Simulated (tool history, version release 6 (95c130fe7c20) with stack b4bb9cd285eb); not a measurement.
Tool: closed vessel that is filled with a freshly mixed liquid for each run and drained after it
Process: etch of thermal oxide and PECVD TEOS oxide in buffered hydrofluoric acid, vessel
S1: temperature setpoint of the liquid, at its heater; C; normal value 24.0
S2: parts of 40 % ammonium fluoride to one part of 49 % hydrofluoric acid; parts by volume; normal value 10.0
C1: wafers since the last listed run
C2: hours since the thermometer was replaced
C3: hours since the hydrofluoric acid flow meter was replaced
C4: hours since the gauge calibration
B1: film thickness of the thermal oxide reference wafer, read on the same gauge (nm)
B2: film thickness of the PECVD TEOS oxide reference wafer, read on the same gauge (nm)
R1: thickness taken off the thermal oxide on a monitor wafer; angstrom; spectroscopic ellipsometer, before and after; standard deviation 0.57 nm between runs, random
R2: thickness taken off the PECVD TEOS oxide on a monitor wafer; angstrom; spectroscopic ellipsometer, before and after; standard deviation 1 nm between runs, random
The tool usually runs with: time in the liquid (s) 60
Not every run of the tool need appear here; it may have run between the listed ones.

Run 1, day 0.000: usual settings but time in the liquid (s) 80; C1 0; C2 2988.2; C3 1232.9; C4 37.2; B1 60.02; B2 130.00. Result: R1 898.6 angstrom, R2 1917.1 angstrom.
Run 2, day 0.300: usual settings but time in the liquid (s) 80; C1 1040; C2 2995.4; C3 1240.1; C4 44.4; B1 59.97; B2 129.99. Result: R1 895.0 angstrom, R2 1917.2 angstrom.
Run 3, day 0.679: usual settings but time in the liquid (s) 80; C1 1315; C2 3004.5; C3 1249.2; C4 53.5; B1 60.02; B2 130.01. Result: R1 900.9 angstrom, R2 1902.5 angstrom.
Run 4, day 1.421: usual settings; C1 2572; C2 3022.3; C3 1267.0; C4 71.3; B1 59.98; B2 130.00. Result: R1 665.9 angstrom, R2 1439.7 angstrom.
Run 5, day 3.208: usual settings; C1 6200; C2 3065.2; C3 1309.9; C4 114.2; B1 59.99; B2 130.00. Result: R1 678.8 angstrom, R2 1454.8 angstrom.
Run 6, day 4.308: usual settings; C1 3815; C2 3091.6; C3 1336.3; C4 140.6; B1 60.02; B2 129.98. Result: R1 671.8 angstrom, R2 1428.8 angstrom.
Run 7, day 5.188: usual settings but time in the liquid (s) 50; C1 3049; C2 3112.7; C3 1357.4; C4 161.7; B1 59.98; B2 129.99. Result: R1 565.2 angstrom, R2 1206.7 angstrom.
Run 8, day 5.754: usual settings; C1 1965; C2 3126.3; C3 1371.0; C4 175.3; B1 59.99; B2 129.98. Result: R1 676.6 angstrom, R2 1429.7 angstrom.
Run 9, day 6.271: usual settings; C1 1792; C2 3138.7; C3 1383.4; C4 187.7; B1 60.02; B2 130.00. Result: R1 661.4 angstrom, R2 1434.3 angstrom.
Run 10, day 6.646: usual settings; C1 1300; C2 3147.7; C3 1392.4; C4 196.7; B1 60.01; B2 130.01. Result: R1 667.1 angstrom, R2 1442.5 angstrom.
Run 11, day 8.425: usual settings; C1 6171; C2 3190.4; C3 1435.1; C4 239.4; B1 59.99; B2 130.02. Result: R1 672.6 angstrom, R2 1427.8 angstrom.
Run 12, day 8.762: usual settings but S1 26.0 C; C1 1170; C2 3198.5; C3 1443.2; C4 247.5; B1 59.97; B2 130.00. Result: R1 756.5 angstrom, R2 1610.0 angstrom.
At day 8.954: gauge calibrated.
Run 13, day 9.146: usual settings but S1 26.0 C; C1 1329; C2 3207.7; C3 1452.4; C4 4.6; B1 60.02; B2 130.03. Result: R1 750.5 angstrom, R2 1598.7 angstrom.
Run 14, day 9.504: usual settings but S1 25.5 C; C1 1242; C2 3216.3; C3 1461.0; C4 13.2; B1 60.03; B2 130.01. Result: R1 724.9 angstrom, R2 1567.3 angstrom.
At day 9.996: hydrofluoric acid flow meter replaced.
Run 15, day 10.017: usual settings but S1 19.5 C, time in the liquid (s) 90; C1 1633; C2 3228.6; C3 0.5; C4 25.5; B1 59.99; B2 129.99. Result: R1 785.4 angstrom, R2 1694.5 angstrom.
Run 16, day 10.667: usual settings but S1 27.0 C, S2 12.5 parts by volume, time in the liquid (s) 40; C1 2254; C2 3244.2; C3 16.1; C4 41.1; B1 60.03; B2 129.99. Result: R1 416.3 angstrom, R2 907.9 angstrom.
Run 17, day 11.133: usual settings; C1 1618; C2 3255.4; C3 27.3; C4 52.3; B1 59.97; B2 130.00. Result: R1 660.1 angstrom, R2 1443.5 angstrom.
Run 18, day 11.692: usual settings but S1 28.0 C, S2 11.5 parts by volume, time in the liquid (s) 30; C1 1936; C2 3268.8; C3 40.7; C4 65.7; B1 59.98; B2 129.99. Result: R1 360.9 angstrom, R2 776.9 angstrom.
Run 19, day 12.033: usual settings but S1 26.0 C; C1 1185; C2 3277.0; C3 48.9; C4 73.9; B1 59.97; B2 130.01. Result: R1 744.2 angstrom, R2 1590.7 angstrom.
Run 20, day 12.400: usual settings but S1 27.5 C, time in the liquid (s) 90; C1 1271; C2 3285.8; C3 57.7; C4 82.7; B1 59.98; B2 130.01. Result: R1 1240.5 angstrom, R2 2596.4 angstrom.
At day 12.833: thermometer replaced.
Run 21, day 13.125: usual settings but S1 27.0 C, S2 7.5 parts by volume, time in the liquid (s) 75; C1 2370; C2 7.0; C3 75.1; C4 100.1; B1 59.98; B2 129.99. Result: R1 1270.9 angstrom, R2 2799.8 angstrom.
Run 22, day 14.300: usual settings but time in the liquid (s) 30; C1 4075; C2 35.2; C3 103.3; C4 128.3; B1 60.00; B2 129.99. Result: R1 338.4 angstrom, R2 720.9 angstrom.
Run 23, day 14.688: usual settings but S1 20.5 C; C1 1344; C2 44.5; C3 112.6; C4 137.6; B1 59.98; B2 130.01. Result: R1 546.2 angstrom, R2 1210.6 angstrom.
Run 24, day 15.062: usual settings; C1 1300; C2 53.5; C3 121.6; C4 146.6; B1 60.01; B2 130.01. Result: R1 676.6 angstrom, R2 1430.0 angstrom.
Run 25, day 15.729: usual settings but S2 8.5 parts by volume, time in the liquid (s) 90; C1 2312; C2 69.5; C3 137.6; C4 162.6; B1 59.99; B2 129.98. Result: R1 1159.8 angstrom, R2 2504.2 angstrom.
Run 26, day 16.446: usual settings but S1 20.0 C, S2 12.5 parts by volume; C1 2485; C2 86.7; C3 154.8; C4 179.8; B1 60.03; B2 130.00. Result: R1 432.2 angstrom, R2 930.6 angstrom.
Run 27, day 17.121: usual settings but S2 11.0 parts by volume, time in the liquid (s) 45; C1 2341; C2 102.9; C3 171.0; C4 196.0; B1 59.98; B2 130.00. Result: R1 459.5 angstrom, R2 991.9 angstrom.

List, for all runs, the conditions of the tool that the log does not record:
liquid hotter than its thermometer reads (K): 0, the same for each run
hydrofluoric acid flow above the setpoint (%): 0, the same for each run
gauge reads high (%): 0, the same for each run
